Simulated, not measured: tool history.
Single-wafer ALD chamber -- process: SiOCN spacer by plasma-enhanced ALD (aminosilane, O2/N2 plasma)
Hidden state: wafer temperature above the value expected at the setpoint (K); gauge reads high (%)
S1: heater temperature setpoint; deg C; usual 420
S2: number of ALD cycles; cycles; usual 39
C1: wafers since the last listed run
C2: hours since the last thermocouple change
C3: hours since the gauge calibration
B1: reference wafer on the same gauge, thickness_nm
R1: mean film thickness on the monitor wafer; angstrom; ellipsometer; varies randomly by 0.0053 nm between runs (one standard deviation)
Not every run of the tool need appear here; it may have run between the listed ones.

Run 1, hour 0: usual settings; C1 0; C2 978.2; C3 60.3; B1 2.242. Result: R1 21.18 angstrom.
Run 2, hour 6.4: usual settings; C1 39; C2 984.6; C3 66.7; B1 2.24. Result: R1 21.14 angstrom.
Run 3, hour 19.6: usual settings; C1 82; C2 997.8; C3 79.9; B1 2.239. Result: R1 21.14 angstrom.
Run 4, hour 25.8: usual settings but S2 44 cycles; C1 38; C2 1004; C3 86.1; B1 2.239. Result: R1 23.83 angstrom.
Run 5, hour 33.2: usual settings but S2 44 cycles; C1 46; C2 1011.4; C3 93.5; B1 2.24. Result: R1 23.85 angstrom.
Run 6, hour 43.3: usual settings but S2 44 cycles; C1 62; C2 1021.5; C3 103.6; B1 2.241. Result: R1 23.87 angstrom.
Run 7, hour 60.3: usual settings but S1 425 deg C; C1 105; C2 1038.5; C3 120.6; B1 2.241. Result: R1 20.98 angstrom.
Run 8, hour 67.5: usual settings; C1 44; C2 1045.7; C3 127.8; B1 2.24. Result: R1 21.19 angstrom.
Run 9, hour 74.9: usual settings but S1 432 deg C, S2 41 cycles; C1 46; C2 1053.1; C3 135.2; B1 2.241. Result: R1 21.49 angstrom.
At hour 75.6: gauge calibrated.
Run 10, hour 83.8: usual settings but S1 413 deg C, S2 36 cycles; C1 55; C2 1062; C3 8.2; B1 2.24. Result: R1 19.94 angstrom.
Run 11, hour 100.3: usual settings but S1 430 deg C; C1 102; C2 1078.5; C3 24.7; B1 2.239. Result: R1 20.47 angstrom.
At hour 108.4: thermocouple changed; heater temperature recalibrated.
Run 12, hour 111.7: usual settings but S1 413 deg C, S2 44 cycles; C1 21; C2 3.3; C3 36.1; B1 2.239. Result: R1 24.41 angstrom.
Run 13, hour 125.8: usual settings; C1 87; C2 17.4; C3 50.2; B1 2.24. Result: R1 21.22 angstrom.
Run 14, hour 137.2: usual settings but S1 424 deg C, S2 44 cycles; C1 71; C2 28.8; C3 61.6; B1 2.241. Result: R1 23.7 angstrom.

Branching from run 14: 3 alternative next runs. What would each branch give?
Run A, hour 137.7: usual settings but S2 43 cycles; C1 3; C2 29.3; C3 62.1; B1 ?. Result: R1 ?.
Run B, hour 137.7: usual settings but S2 42 cycles; C1 3; C2 29.3; C3 62.1; B1 ?. Result: R1 ?.
Run C, hour 137.7: usual settings but S1 414 deg C, S2 43 cycles; C1 3; C2 29.3; C3 62.1; B1 ?. Result: R1 ?.

run     B1     R1
  A  2.239  23.37
  B  2.239  22.83
  C  2.239  23.77
With the hidden condition removed and each run's random variation left untouched, the same runs would have given:
run     R1
  A  23.37
  B  22.83
  C  23.77
